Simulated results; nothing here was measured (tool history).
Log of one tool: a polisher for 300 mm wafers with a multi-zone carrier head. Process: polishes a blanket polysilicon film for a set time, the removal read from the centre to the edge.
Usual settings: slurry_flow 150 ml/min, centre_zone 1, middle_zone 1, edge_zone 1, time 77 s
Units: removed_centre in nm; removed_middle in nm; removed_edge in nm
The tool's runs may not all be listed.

run,day,slurry_flow,centre_zone,middle_zone,edge_zone,time,"incoming thickness of the incoming film, nm",removed_centre,removed_middle,removed_edge
1,0,150,1,1,1,77,2223.6,411.3,426.8,441.9
2,0.258,150,1,1,1,77,2230.3,418.4,421.8,447.6
3,1.004,150,1,1,1,77,2239.1,417.3,410.4,433.9
4,1.617,150,1,1,1,77,2226.1,402.1,402.4,431.9
5,2.246,150,1,1,1,77,2222,393.9,398.4,426.4
6,2.754,150,1,1,1,77,2206,390.2,403,432
# day 3.017: carrier head's membrane replaced by a new one
7,3.108,150,1,1,1,77,2253.6,381.1,400.3,430.2
8,3.667,150,1,1,1.07,77,2257.2,379.5,386.5,436.4
# day 4.021: centre zone pressure recalibrated
9,4.112,150,1,1,0.95,77,2250.2,382.4,384.8,418.4
10,4.65,150,1,1,1,64,2234.6,301.5,316.1,343.5
11,5.3,150,1,1.1,1,77,2270.8,351.2,405.1,406.7
# day 5.546: slurry nozzle cleaned
12,5.6,150,1,1,1,77,2272.6,450.9,447.3,469.3
13,5.854,180,1,1.08,1,77,2214.9,468.3,502.7,473.3
# day 6.004: edge zone pressure recalibrated
# day 6.217: worn pad replaced by a new one
14,6.446,200,0.94,1,1,77,2264.6,444.2,475,493.6
15,7.146,130,1,1,1,87,2250.1,493.5,497.1,523
16,7.583,175,1,1,0.88,66,2271.5,393.4,402.3,390.4
17,8.138,150,1,1,1,77,2254.1,449.3,448.7,476.4

Forecast each of these 5 alternatives for the next run:
A,8.154,150,1,1,1,50,2241.2,?,?,?
B,8.154,150,1,1,1,102,2241.2,?,?,?
C,8.154,150,0.96,1,1.12,77,2241.2,?,?,?
D,8.154,150,0.9,0.92,0.93,104,2241.2,?,?,?
E,8.154,150,1,1,1,62,2241.2,?,?,?

run,removed_centre,removed_middle,removed_edge
A,299.6,296,304.1
B,611.2,603.9,620.3
C,442.8,455.9,489.4
D,560.1,575.5,616.5
E,371.5,367.1,377.1
Without the tool's hidden state the same runs would have given:
run,removed_centre,removed_middle,removed_edge
A,301.5,297.7,305.3
B,615.1,607.3,622.8
C,445.6,458.5,491.3
D,563.6,578.7,618.9
E,373.9,369.1,378.6
